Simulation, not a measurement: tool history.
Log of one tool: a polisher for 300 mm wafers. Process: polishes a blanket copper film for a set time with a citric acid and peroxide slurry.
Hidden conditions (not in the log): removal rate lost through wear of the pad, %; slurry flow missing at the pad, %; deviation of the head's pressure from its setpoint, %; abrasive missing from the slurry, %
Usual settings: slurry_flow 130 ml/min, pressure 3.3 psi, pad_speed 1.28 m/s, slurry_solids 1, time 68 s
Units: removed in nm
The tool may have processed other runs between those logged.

run,hour,slurry_flow,pressure,pad_speed,slurry_solids,time,wafers since the last listed run,wafers polished on this pad,hours since the slurry nozzle was cleaned,hours since the head pressure was calibrated,hours since the slurry blender was calibrated,"incoming thickness of the incoming film, nm",removed
1,0,130,3.3,1.28,1,68,0,1277,351.1,793.5,99.3,1043.7,194.3
# hour 13.7: head pressure recalibrated
2,51.8,130,3.3,1.28,1,68,789,2067,402.9,38.1,151.1,1031.2,175.3
3,107.8,130,3.3,1.28,1,68,887,2955,458.9,94.1,207.1,1028.4,175.5
# hour 174.7: worn pad replaced by a new one
# hour 178.8: slurry blender recalibrated
4,182.7,130,3.3,1.28,1,68,1092,94,533.8,169,3.9,1042.4,184.8
5,228.2,130,3.3,1.28,1,68,721,816,579.3,214.5,49.4,1028.6,178.1
# hour 238.9: slurry nozzle cleaned
6,298.9,105,3.3,1.28,1,68,1105,1921,60,285.2,120.1,1048.8,174.3
7,398.1,140,3.3,1.28,1,68,1572,3494,159.2,384.4,219.3,1034,180.2
# hour 436.5: slurry blender recalibrated
# hour 470.3: worn pad replaced by a new one
8,499.4,140,3.3,1.28,1,68,1511,462,260.5,485.7,62.9,1022.7,184.9
# hour 679: slurry blender recalibrated
# hour 722.4: worn pad replaced by a new one
9,758.3,150,3.3,1.28,1.1,79,4010,569,519.4,744.6,79.3,1019.5,235.9
# hour 836.2: head pressure recalibrated
10,840.2,140,3.3,1.28,1,68,1266,1836,601.3,4,161.2,1047.4,171.3
# hour 880.9: slurry nozzle cleaned
11,918,170,3.3,1.28,1,68,1217,3053,37.1,81.8,239,1031.4,176.6

Run 12, settings as shown, results not yet in. Your forecast:
# hour 939.2: slurry blender recalibrated
12,985.1,130,4,1.28,1,88,1032,4086,104.2,148.9,45.9,1039.7,?

removed: 275.6 nm
With the hidden condition absent and the run-to-run variation left alone, this run would have shown removed 285.2 nm.
